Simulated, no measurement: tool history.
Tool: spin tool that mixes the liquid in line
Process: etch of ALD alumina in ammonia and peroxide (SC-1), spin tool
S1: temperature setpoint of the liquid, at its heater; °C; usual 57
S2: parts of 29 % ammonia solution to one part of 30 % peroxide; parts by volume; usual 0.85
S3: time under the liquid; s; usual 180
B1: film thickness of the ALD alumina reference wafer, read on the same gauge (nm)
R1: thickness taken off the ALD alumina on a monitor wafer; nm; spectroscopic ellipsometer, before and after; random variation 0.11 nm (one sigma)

{"run": 1, "hour": 0.0, "S1": 51.5, "S2": 0.85, "S3": 180, "B1": 59.98, "R1": 9.62}
{"run": 2, "hour": 25.9, "S1": 51.5, "S2": 0.85, "S3": 180, "B1": 60, "R1": 9.45}
{"run": 3, "hour": 52.6, "S1": 57, "S2": 0.85, "S3": 180, "B1": 59.99, "R1": 12.88}
{"run": 4, "hour": 81.5, "S1": 54.5, "S2": 0.65, "S3": 180, "B1": 60.01, "R1": 10.85}
{"run": 5, "hour": 178.3, "S1": 54.5, "S2": 0.65, "S3": 180, "B1": 60.01, "R1": 10.72}
{"run": 6, "hour": 194.7, "S1": 54.5, "S2": 0.65, "S3": 180, "B1": 59.98, "R1": 10.65}
{"run": 7, "hour": 219.3, "S1": 52.5, "S2": 0.85, "S3": 180, "B1": 59.99, "R1": 12.33}
{"run": 8, "hour": 251.1, "S1": 57, "S2": 0.85, "S3": 180, "B1": 59.96, "R1": 15.52}
{"run": 9, "hour": 286.9, "S1": 57, "S2": 0.85, "S3": 180, "B1": 59.98, "R1": 15.57}
{"run": 10, "hour": 307.8, "S1": 57, "S2": 0.65, "S3": 255, "B1": 59.98, "R1": 21.3}
{"run": 11, "hour": 342.0, "S1": 57, "S2": 0.85, "S3": 180, "B1": 60.01, "R1": 15.5}
{"run": 12, "hour": 372.0, "S1": 60.5, "S2": 0.75, "S3": 220, "B1": 60.01, "R1": 22.3}
{"run": 13, "hour": 395.7, "S1": 57, "S2": 0.85, "S3": 180, "B1": 59.98, "R1": 15.29}
{"run": 14, "hour": 420.1, "S1": 57, "S2": 0.85, "S3": 180, "B1": 59.99, "R1": 15.46}
{"run": 15, "hour": 455.0, "S1": 54, "S2": 0.6, "S3": 260, "B1": 60, "R1": 18.12}
{"run": 16, "hour": 482.7, "S1": 53.5, "S2": 1.05, "S3": 180, "B1": 59.99, "R1": 12.79}
{"run": 17, "hour": 515.0, "S1": 64.5, "S2": 0.45, "S3": 100, "B1": 59.99, "R1": 11.55}
{"run": 18, "hour": 537.8, "S1": 57, "S2": 0.85, "S3": 180, "B1": 60.01, "R1": 15.05}
{"run": 19, "hour": 572.3, "S1": 57, "S2": 0.6, "S3": 180, "B1": 60.03, "R1": 14.71}

Not shown: 6 entries that the log had between the listed runs. Between which runs, and how does the tool's hidden state differ before and after?
Between runs 5 and 6: gauge calibrated (hour 188.9)
  temperature lost on the way to the wafer (K): 4.53 -> 4.56
  measured less the result without the state, R1: -2.98 -> -2.99 nm
Between runs 6 and 7: heated supply line repaired (hour 209.1)
  temperature lost on the way to the wafer (K): 4.56 -> 0.553
  measured less the result without the state, R1: -2.99 -> -0.37 nm
Between runs 7 and 8: new drum of ammonia solution connected (hour 243.9)
  temperature lost on the way to the wafer (K): 0.553 -> 0.611
  measured less the result without the state, R1: -0.37 -> -0.5 nm
Between runs 10 and 11: ammonia flow meter replaced (hour 310.6)
  temperature lost on the way to the wafer (K): 0.713 -> 0.775
  measured less the result without the state, R1: -0.8 -> -0.64 nm
Between runs 14 and 15: thermometer replaced (hour 442.6)
  temperature lost on the way to the wafer (K): 0.916 -> 0.979
  measured less the result without the state, R1: -0.77 -> -0.97 nm
Between runs 16 and 17: gauge calibrated (hour 490.5)
  temperature lost on the way to the wafer (K): 1.03 -> 1.09
  measured less the result without the state, R1: -0.73 -> -0.65 nm

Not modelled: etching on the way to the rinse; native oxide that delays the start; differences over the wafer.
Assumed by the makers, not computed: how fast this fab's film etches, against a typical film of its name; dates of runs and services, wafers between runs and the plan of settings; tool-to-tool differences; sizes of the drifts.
